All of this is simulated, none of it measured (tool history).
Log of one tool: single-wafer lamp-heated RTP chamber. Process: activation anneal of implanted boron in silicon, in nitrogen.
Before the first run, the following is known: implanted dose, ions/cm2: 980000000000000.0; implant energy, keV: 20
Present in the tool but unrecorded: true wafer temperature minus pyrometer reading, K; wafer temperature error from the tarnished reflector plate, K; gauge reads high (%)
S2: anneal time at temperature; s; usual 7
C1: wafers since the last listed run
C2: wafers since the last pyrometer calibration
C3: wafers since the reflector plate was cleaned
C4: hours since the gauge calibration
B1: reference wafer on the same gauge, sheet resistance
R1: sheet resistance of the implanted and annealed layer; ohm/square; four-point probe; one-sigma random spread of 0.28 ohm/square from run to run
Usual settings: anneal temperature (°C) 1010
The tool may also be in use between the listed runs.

{"run": 1, "hour": 0.0, "anneal temperature (°C)": 1002, "S2": 7, "C1": 0, "C2": 6813, "C3": 2537, "C4": 521.9, "B1": 101.02, "R1": 113.07}
{"hour": 29.7, "done": "pyrometer window cleaned and pyrometer calibrated"}
{"run": 2, "hour": 70.0, "anneal temperature (°C)": 1002, "S2": 7, "C1": 498, "C2": 323, "C3": 3035, "C4": 591.9, "B1": 100.96, "R1": 116.16}
{"run": 3, "hour": 132.6, "anneal temperature (°C)": 1003, "S2": 8, "C1": 503, "C2": 827, "C3": 3539, "C4": 654.5, "B1": 100.98, "R1": 114.48}
{"run": 4, "hour": 203.2, "anneal temperature (°C)": 1003, "S2": 8, "C1": 567, "C2": 1395, "C3": 4106, "C4": 725.1, "B1": 101.04, "R1": 114.19}
{"hour": 247.2, "done": "reflector plate cleaned"}
{"run": 5, "hour": 247.7, "anneal temperature (°C)": 1010, "S2": 7, "C1": 293, "C2": 1688, "C3": 4, "C4": 769.6, "B1": 100.96, "R1": 112.82}
{"run": 6, "hour": 312.1, "anneal temperature (°C)": 1010, "S2": 7, "C1": 517, "C2": 2206, "C3": 522, "C4": 834, "B1": 100.96, "R1": 112.91}
{"run": 7, "hour": 357.9, "anneal temperature (°C)": 1010, "S2": 7, "C1": 368, "C2": 2574, "C3": 890, "C4": 879.8, "B1": 101.02, "R1": 112.74}
{"run": 8, "hour": 428.6, "anneal temperature (°C)": 1010, "S2": 7, "C1": 568, "C2": 3143, "C3": 1459, "C4": 950.5, "B1": 101.01, "R1": 112.79}
{"run": 9, "hour": 465.0, "anneal temperature (°C)": 1010, "S2": 7, "C1": 292, "C2": 3436, "C3": 1751, "C4": 986.9, "B1": 100.95, "R1": 112.4}
{"run": 10, "hour": 536.0, "anneal temperature (°C)": 1010, "S2": 7, "C1": 570, "C2": 4006, "C3": 2322, "C4": 1057.9, "B1": 100.99, "R1": 112.36}
{"run": 11, "hour": 573.4, "anneal temperature (°C)": 1010, "S2": 7, "C1": 300, "C2": 4307, "C3": 2623, "C4": 1095.3, "B1": 101.04, "R1": 112.26}
{"run": 12, "hour": 636.4, "anneal temperature (°C)": 1010, "S2": 7, "C1": 506, "C2": 4814, "C3": 3130, "C4": 1158.3, "B1": 100.92, "R1": 112.38}
{"run": 13, "hour": 685.3, "anneal temperature (°C)": 1010, "S2": 7, "C1": 393, "C2": 5207, "C3": 3523, "C4": 1207.2, "B1": 101.02, "R1": 112.42}
{"run": 14, "hour": 723.6, "anneal temperature (°C)": 1010, "S2": 7, "C1": 307, "C2": 5515, "C3": 3831, "C4": 1245.5, "B1": 101, "R1": 111.98}
{"hour": 757.3, "done": "reflector plate cleaned"}
{"run": 15, "hour": 791.6, "anneal temperature (°C)": 1010, "S2": 6, "C1": 482, "C2": 5998, "C3": 275, "C4": 1313.5, "B1": 100.96, "R1": 111.96}
{"run": 16, "hour": 826.2, "anneal temperature (°C)": 1010, "S2": 6, "C1": 278, "C2": 6276, "C3": 554, "C4": 1348.1, "B1": 101.01, "R1": 111.72}
{"run": 17, "hour": 854.2, "anneal temperature (°C)": 1018, "S2": 5, "C1": 225, "C2": 6501, "C3": 779, "C4": 1376.1, "B1": 101.1, "R1": 111.59}
{"run": 18, "hour": 898.0, "anneal temperature (°C)": 1010, "S2": 7, "C1": 352, "C2": 6853, "C3": 1131, "C4": 1419.9, "B1": 101.01, "R1": 112.03}
{"run": 19, "hour": 966.3, "anneal temperature (°C)": 1002, "S2": 7, "C1": 549, "C2": 7402, "C3": 1680, "C4": 1488.2, "B1": 100.99, "R1": 113.26}
{"hour": 994.5, "done": "pyrometer window cleaned and pyrometer calibrated"}
{"run": 20, "hour": 1013.1, "anneal temperature (°C)": 1010, "S2": 10, "C1": 312, "C2": 149, "C3": 1992, "C4": 1535, "B1": 100.99, "R1": 112.76}
{"run": 21, "hour": 1071.2, "anneal temperature (°C)": 1020, "S2": 10, "C1": 467, "C2": 617, "C3": 2459, "C4": 1593.1, "B1": 100.97, "R1": 111.23}
{"run": 22, "hour": 1133.1, "anneal temperature (°C)": 990, "S2": 10, "C1": 497, "C2": 1114, "C3": 2957, "C4": 1655, "B1": 101.05, "R1": 118.55}
{"run": 23, "hour": 1161.7, "anneal temperature (°C)": 983, "S2": 10, "C1": 229, "C2": 1344, "C3": 3187, "C4": 1683.6, "B1": 101.01, "R1": 121.93}
{"hour": 1297.1, "done": "reflector plate cleaned"}
{"run": 24, "hour": 1297.6, "anneal temperature (°C)": 983, "S2": 5, "C1": 1028, "C2": 2373, "C3": 3, "C4": 1819.5, "B1": 100.91, "R1": 123.68}
{"run": 25, "hour": 1351.6, "anneal temperature (°C)": 1010, "S2": 7, "C1": 434, "C2": 2807, "C3": 437, "C4": 1873.5, "B1": 100.96, "R1": 112.61}
{"hour": 1357.0, "done": "gauge calibrated"}
{"run": 26, "hour": 1420.6, "anneal temperature (°C)": 1032, "S2": 4, "C1": 554, "C2": 3362, "C3": 992, "C4": 63.6, "B1": 100.98, "R1": 110.18}
{"run": 27, "hour": 1464.9, "anneal temperature (°C)": 1001, "S2": 7, "C1": 356, "C2": 3718, "C3": 1348, "C4": 107.9, "B1": 101.01, "R1": 114.58}
{"run": 28, "hour": 1514.0, "anneal temperature (°C)": 999, "S2": 5, "C1": 394, "C2": 4113, "C3": 1743, "C4": 157, "B1": 100.98, "R1": 114.94}
{"run": 29, "hour": 1710.1, "anneal temperature (°C)": 1022, "S2": 6, "C1": 1576, "C2": 5690, "C3": 3320, "C4": 353.1, "B1": 101.04, "R1": 111.09}
{"hour": 1813.2, "done": "reflector plate cleaned"}
{"hour": 1881.3, "done": "pyrometer window cleaned and pyrometer calibrated"}
{"run": 30, "hour": 1881.8, "anneal temperature (°C)": 1001, "S2": 11, "C1": 1252, "C2": 4, "C3": 487, "C4": 524.8, "B1": 100.96, "R1": 114.91}
{"run": 31, "hour": 1924.6, "anneal temperature (°C)": 1021, "S2": 10, "C1": 344, "C2": 348, "C3": 831, "C4": 567.6, "B1": 101.04, "R1": 111.21}
{"run": 32, "hour": 1952.7, "anneal temperature (°C)": 1036, "S2": 9, "C1": 225, "C2": 574, "C3": 1057, "C4": 595.7, "B1": 100.97, "R1": 109.61}
{"run": 33, "hour": 2012.1, "anneal temperature (°C)": 1010, "S2": 7, "C1": 477, "C2": 1052, "C3": 1535, "C4": 655.1, "B1": 100.99, "R1": 113.41}
{"run": 34, "hour": 2058.5, "anneal temperature (°C)": 1010, "S2": 6, "C1": 373, "C2": 1425, "C3": 1908, "C4": 701.5, "B1": 101.08, "R1": 112.85}
{"run": 35, "hour": 2122.8, "anneal temperature (°C)": 1010, "S2": 7, "C1": 517, "C2": 1942, "C3": 2425, "C4": 765.8, "B1": 100.99, "R1": 112.23}
{"run": 36, "hour": 2148.8, "anneal temperature (°C)": 984, "S2": 10, "C1": 209, "C2": 2151, "C3": 2634, "C4": 791.8, "B1": 100.91, "R1": 118.8}
{"run": 37, "hour": 2191.8, "anneal temperature (°C)": 1010, "S2": 11, "C1": 345, "C2": 2497, "C3": 2980, "C4": 834.8, "B1": 100.99, "R1": 111.81}
{"run": 38, "hour": 2228.8, "anneal temperature (°C)": 1010, "S2": 4, "C1": 297, "C2": 2794, "C3": 3278, "C4": 871.8, "B1": 101.08, "R1": 112.43}

What the log doesn't show, run by run:
wafer temperature error from the tarnished reflector plate, K: 0, the same for each run
gauge reads high (%): 0, the same for each run
H1: true wafer temperature minus pyrometer reading, K
run=1 H1=11.2
run=2 H1=1.68
run=3 H1=3.39
run=4 H1=4.97
run=5 H1=5.82
run=6 H1=6.86
run=7 H1=7.49
run=8 H1=8.3
run=9 H1=8.66
run=10 H1=9.26
run=11 H1=9.53
run=12 H1=9.92
run=13 H1=10.2
run=14 H1=10.4
run=15 H1=10.6
run=16 H1=10.7
run=17 H1=10.8
run=18 H1=11
run=19 H1=11.1
run=20 H1=0.884
run=21 H1=2.58
run=22 H1=4.1
run=23 H1=4.72
run=24 H1=7.02
run=25 H1=7.71
run=26 H1=8.45
run=27 H1=8.85
run=28 H1=9.23
run=29 H1=10.3
run=30 H1=3.27
run=31 H1=4.62
run=32 H1=5.42
run=33 H1=6.91
run=34 H1=7.9
run=35 H1=9.07
run=36 H1=9.48
run=37 H1=10.1
run=38 H1=10.6

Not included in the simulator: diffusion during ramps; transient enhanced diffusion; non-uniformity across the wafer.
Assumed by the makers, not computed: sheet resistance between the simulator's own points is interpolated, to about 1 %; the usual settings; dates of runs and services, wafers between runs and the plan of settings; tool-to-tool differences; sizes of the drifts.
